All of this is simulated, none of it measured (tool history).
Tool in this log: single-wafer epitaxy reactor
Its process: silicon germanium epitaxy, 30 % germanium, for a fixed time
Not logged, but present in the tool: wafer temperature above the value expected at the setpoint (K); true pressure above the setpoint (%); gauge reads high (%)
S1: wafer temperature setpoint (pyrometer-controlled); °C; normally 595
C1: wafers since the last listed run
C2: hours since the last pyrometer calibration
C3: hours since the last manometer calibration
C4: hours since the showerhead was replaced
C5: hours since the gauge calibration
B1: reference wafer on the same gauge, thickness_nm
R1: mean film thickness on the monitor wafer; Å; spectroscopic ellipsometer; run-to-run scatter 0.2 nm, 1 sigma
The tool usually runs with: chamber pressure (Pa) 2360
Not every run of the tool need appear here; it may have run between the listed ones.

{"run": 1, "hour": 0.0, "S1": 595, "chamber pressure (Pa)": 2360, "C1": 0, "C2": 1856.5, "C3": 1343.6, "C4": 3842.7, "C5": 152.3, "B1": 60.121, "R1": 598.6}
{"run": 2, "hour": 17.1, "S1": 595, "chamber pressure (Pa)": 1933, "C1": 229, "C2": 1873.6, "C3": 1360.7, "C4": 3859.8, "C5": 169.4, "B1": 60.043, "R1": 532.97}
{"run": 3, "hour": 42.1, "S1": 595, "chamber pressure (Pa)": 1933, "C1": 335, "C2": 1898.6, "C3": 1385.7, "C4": 3884.8, "C5": 194.4, "B1": 60.206, "R1": 539.87}
{"run": 4, "hour": 61.7, "S1": 595, "chamber pressure (Pa)": 2360, "C1": 263, "C2": 1918.2, "C3": 1405.3, "C4": 3904.4, "C5": 214, "B1": 60.052, "R1": 593.72}
{"run": 5, "hour": 76.1, "S1": 595, "chamber pressure (Pa)": 2360, "C1": 193, "C2": 1932.6, "C3": 1419.7, "C4": 3918.8, "C5": 228.4, "B1": 60.15, "R1": 597.73}
{"run": 6, "hour": 111.5, "S1": 595, "chamber pressure (Pa)": 2360, "C1": 475, "C2": 1968, "C3": 1455.1, "C4": 3954.2, "C5": 263.8, "B1": 60.048, "R1": 597.97}
{"hour": 145.9, "done": "capacitance manometer re-zeroed and calibrated"}
{"run": 7, "hour": 146.4, "S1": 595, "chamber pressure (Pa)": 2786, "C1": 360, "C2": 2002.9, "C3": 0.5, "C4": 3989.1, "C5": 298.7, "B1": 60.199, "R1": 651.13}
{"run": 8, "hour": 165.4, "S1": 595, "chamber pressure (Pa)": 2786, "C1": 254, "C2": 2021.9, "C3": 19.5, "C4": 4008.1, "C5": 317.7, "B1": 60.088, "R1": 653.87}
{"run": 9, "hour": 201.1, "S1": 581, "chamber pressure (Pa)": 2026, "C1": 479, "C2": 2057.6, "C3": 55.2, "C4": 4043.8, "C5": 353.4, "B1": 60.109, "R1": 414.64}
{"hour": 222.1, "done": "showerhead replaced, of another model than before"}
{"run": 10, "hour": 222.6, "S1": 595, "chamber pressure (Pa)": 2360, "C1": 181, "C2": 2079.1, "C3": 76.7, "C4": 0.5, "C5": 374.9, "B1": 60.109, "R1": 601.71}

Estimate the outcome of run 11 from the log above:
{"hour": 233.2, "done": "pyrometer calibrated"}
{"run": 11, "hour": 234.6, "S1": 595, "chamber pressure (Pa)": 2360, "C1": 53, "C2": 1.4, "C3": 88.7, "C4": 12.5, "C5": 386.9, "B1": "?", "R1": "?"}

For run 11 the tool returned B1 60.064, R1 537.41 Å.
If the tool had no hidden condition, the same run with the same run-to-run variation would have returned R1 526.99 Å.
